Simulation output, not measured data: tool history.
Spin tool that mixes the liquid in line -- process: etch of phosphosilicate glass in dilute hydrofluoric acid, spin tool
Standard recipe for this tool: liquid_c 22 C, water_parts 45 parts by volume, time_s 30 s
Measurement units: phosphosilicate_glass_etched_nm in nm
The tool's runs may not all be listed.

run    day  liquid_c  water_parts  time_s  wafers since the last listed run  hours since the thermometer was replaced  hours since the hydrofluoric acid flow meter was replaced  hours since the gauge calibration  read-back film thickness of the phosphosilicate glass reference wafer, read on the same gauge (nm)  phosphosilicate_glass_etched_nm
  1      0        22           45      30                                 0                                    2290.7                                                      820.7                               83.9                                                                                                  30                            94.22
  2  0.321        22           45      30                               157                                    2298.4                                                      828.4                               91.6                                                                                                  30                            94.22
  3  0.771        22           45      30                               221                                    2309.2                                                      839.2                              102.4                                                                                                  30                            93.91
  4  1.162      20.5           45      30                               192                                    2318.6                                                      848.6                              111.8                                                                                               30.02                            88.67
  5  1.746        22           45      30                               287                                    2332.6                                                      862.6                              125.8                                                                                               30.04                            94.56
  6  2.075        22           45      30                               162                                    2340.5                                                      870.5                              133.7                                                                                               30.03                            93.98
     2.183  -- gauge calibrated
  7  2.579        22           45      20                               248                                    2352.6                                                      882.6                                9.5                                                                                               30.02                            62.51
  8  2.983        19           45      30                               198                                    2362.3                                                      892.3                               19.2                                                                                               30.03                            82.86
  9    3.4        19           45      30                               205                                    2372.3                                                      902.3                               29.2                                                                                               30.04                            82.55
 10  4.046        19           45      30                               317                                    2387.8                                                      917.8                               44.7                                                                                               29.99                            82.88
 11  4.467        19           55      30                               207                                    2397.9                                                      927.9                               54.8                                                                                                  30                            67.16
     4.742  -- thermometer replaced
 12  5.167        22           45      35                               324                                      10.2                                                      944.7                               71.6                                                                                               29.97                            98.21
 13  5.421        22           25      30                               125                                      16.3                                                      950.8                               77.7                                                                                               29.99                           155.29
 14  6.146        22           55      35                               356                                      33.7                                                      968.2                               95.1                                                                                                  30                            78.92
 15  6.779        22           45      30                               311                                      48.9                                                      983.4                              110.3                                                                                               29.99                            83.38
     7.133  -- gauge calibrated
 16  7.221      17.5           45      40                               217                                      59.5                                                        994                                2.1                                                                                               30.01                            92.31
     7.804  -- hydrofluoric acid flow meter replaced
 17    8.2      17.5           45      50                               461                                        83                                                        9.5                               25.6                                                                                               29.97                           129.45

Run 18 is up next; what results do you expect?
 18  8.808        22           45      35                               299                                      97.6                                                       24.1                               40.2                                                                                                   ?                                ?

{"run 18": {"read-back film thickness of the phosphosilicate glass reference wafer, read on the same gauge (nm)": 29.99, "phosphosilicate_glass_etched_nm": 109.75}}
With no hidden state in the tool, this same run would have given phosphosilicate_glass_etched_nm 108.73 nm.

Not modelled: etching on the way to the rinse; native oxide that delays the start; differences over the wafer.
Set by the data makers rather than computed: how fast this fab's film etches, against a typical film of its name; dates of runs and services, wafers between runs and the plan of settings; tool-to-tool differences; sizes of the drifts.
